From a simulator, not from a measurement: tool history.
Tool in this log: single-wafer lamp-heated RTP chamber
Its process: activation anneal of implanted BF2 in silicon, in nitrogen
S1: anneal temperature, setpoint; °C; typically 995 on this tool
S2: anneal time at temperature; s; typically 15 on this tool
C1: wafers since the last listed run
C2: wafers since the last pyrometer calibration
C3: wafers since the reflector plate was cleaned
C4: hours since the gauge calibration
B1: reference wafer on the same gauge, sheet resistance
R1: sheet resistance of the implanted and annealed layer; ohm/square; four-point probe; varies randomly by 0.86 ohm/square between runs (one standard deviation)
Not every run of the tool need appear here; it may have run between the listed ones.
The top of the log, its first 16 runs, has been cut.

At hour 1040.2: reflector plate cleaned.
Run 17, hour 1324.1: usual settings; C1 2752; C2 5244; C3 2537; C4 2162.3; B1 201.17. Result: R1 176.12 ohm/square.
At hour 1372.8: pyrometer window cleaned and pyrometer calibrated.
Run 18, hour 1374.2: usual settings; C1 376; C2 12; C3 2913; C4 2212.4; B1 200.97. Result: R1 184.68 ohm/square.
Run 19, hour 1430.7: usual settings but S1 1023 °C, S2 21 s; C1 504; C2 517; C3 3418; C4 2268.9; B1 200.99. Result: R1 140.74 ohm/square.
Run 20, hour 1505.6: usual settings but S1 978 °C, S2 13 s; C1 669; C2 1187; C3 4087; C4 2343.8; B1 201.16. Result: R1 213.34 ohm/square.
Run 21, hour 1606: usual settings but S1 967 °C; C1 897; C2 2084; C3 4985; C4 2444.2; B1 200.82. Result: R1 224.42 ohm/square.
Run 22, hour 1713.6: usual settings but S1 977 °C, S2 10 s; C1 961; C2 3046; C3 5946; C4 2551.8; B1 201.04. Result: R1 217.14 ohm/square.
At hour 1785.8: reflector plate cleaned.
Run 23, hour 1806.5: usual settings but S1 983 °C, S2 21 s; C1 758; C2 3805; C3 184; C4 2644.7; B1 201.17. Result: R1 189.39 ohm/square.
Run 24, hour 1894.8: usual settings; C1 789; C2 4594; C3 974; C4 2733; B1 200.99. Result: R1 179.38 ohm/square.
Run 25, hour 1992.4: usual settings but S1 972 °C, S2 12 s; C1 872; C2 5466; C3 1846; C4 2830.6; B1 201. Result: R1 216.01 ohm/square.
At hour 2090.6: pyrometer window cleaned and pyrometer calibrated.
Run 26, hour 2091.1: usual settings; C1 810; C2 4; C3 2657; C4 2929.3; B1 200.99. Result: R1 183.92 ohm/square.
Run 27, hour 2150.7: usual settings; C1 532; C2 536; C3 3189; C4 2988.9; B1 201.12. Result: R1 184.97 ohm/square.
At hour 2428.2: reflector plate cleaned.
Run 28, hour 2470.8: usual settings; C1 2789; C2 3326; C3 380; C4 3309; B1 200.84. Result: R1 180.21 ohm/square.
At hour 2509: gauge calibrated.
Run 29, hour 2542.9: usual settings; C1 644; C2 3970; C3 1025; C4 33.9; B1 201.09. Result: R1 181.31 ohm/square.

Expected results for the next run?
Run 30, hour 2642.8: usual settings; C1 892; C2 4863; C3 1918; C4 133.8; B1 ?. Result: R1 ?.

{"run 30": {"B1": 200.91, "R1": 179.9}}
With the hidden condition absent and the run-to-run variation left alone, this run would have shown R1 186.45 ohm/square.
